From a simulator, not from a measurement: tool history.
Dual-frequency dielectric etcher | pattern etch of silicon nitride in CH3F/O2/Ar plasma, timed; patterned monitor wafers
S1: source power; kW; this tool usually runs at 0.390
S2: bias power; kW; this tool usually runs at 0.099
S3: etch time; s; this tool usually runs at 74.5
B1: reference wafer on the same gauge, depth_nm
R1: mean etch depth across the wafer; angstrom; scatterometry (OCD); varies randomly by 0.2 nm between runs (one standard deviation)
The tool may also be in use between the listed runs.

| run | hour | S1 | S2 | S3 | B1 | R1 |
|---|---|---|---|---|---|---|
| 1 | 0.0 | 0.360 | 0.099 | 74.5 | 62.9 | 585 |
| 2 | 16.2 | 0.390 | 0.099 | 74.5 | 62.9 | 605 |
| 3 | 51.7 | 0.390 | 0.099 | 90.0 | 62.9 | 728 |
| 4 | 140.5 | 0.390 | 0.099 | 90.0 | 62.9 | 730 |
| 5 | 232.6 | 0.330 | 0.099 | 89.0 | 62.9 | 672 |
| 6 | 264.5 | 0.330 | 0.099 | 89.0 | 62.9 | 674 |
| 7 | 303.5 | 0.330 | 0.099 | 89.0 | 62.9 | 674 |
| 8 | 333.8 | 0.390 | 0.099 | 74.5 | 62.9 | 604 |
| 9 | 334.2 | 0.390 | 0.099 | 87.5 | 62.9 | 709 |
| 10 | 373.7 | 0.390 | 0.099 | 87.5 | 63.0 | 712 |
| 11 | 387.1 | 0.390 | 0.099 | 87.5 | 62.8 | 707 |
| 12 | 419.4 | 0.340 | 0.099 | 74.5 | 63.0 | 569 |
| 13 | 440.0 | 0.390 | 0.084 | 95.0 | 62.9 | 721 |
| 14 | 455.9 | 0.390 | 0.099 | 96.5 | 62.9 | 786 |
| 15 | 487.4 | 0.460 | 0.099 | 74.5 | 62.9 | 649 |
| 16 | 521.2 | 0.390 | 0.099 | 74.5 | 62.9 | 609 |
| 17 | 542.3 | 0.320 | 0.080 | 63.0 | 62.9 | 431 |
| 18 | 571.9 | 0.350 | 0.111 | 67.0 | 62.9 | 542 |
| 19 | 584.7 | 0.440 | 0.123 | 93.5 | 62.9 | 878 |
| 20 | 602.8 | 0.390 | 0.099 | 64.5 | 62.9 | 521 |
| 21 | 627.5 | 0.390 | 0.099 | 74.5 | 62.9 | 604 |
| 22 | 700.7 | 0.390 | 0.119 | 63.0 | 62.9 | 553 |
| 23 | 736.1 | 0.390 | 0.099 | 74.5 | 62.9 | 602 |

The log once held 5 entries between its listed runs, left out of this copy. Where does each go, and what is different about the tool's unlogged condition between the listed run before it and the listed run after it?
Logged between run 6 and run 7: source power generator calibrated (hour 296.3)
  no hidden state differs between the two runs
Logged between run 7 and run 8: gauge calibrated (hour 325.1); upper electrode replaced (hour 333.3)
  no hidden state differs between the two runs
Logged between run 9 and run 10: wet clean of the chamber (hour 373.2)
  no hidden state differs between the two runs
Logged between run 12 and run 13: bias power generator calibrated (hour 438.0)
  no hidden state differs between the two runs
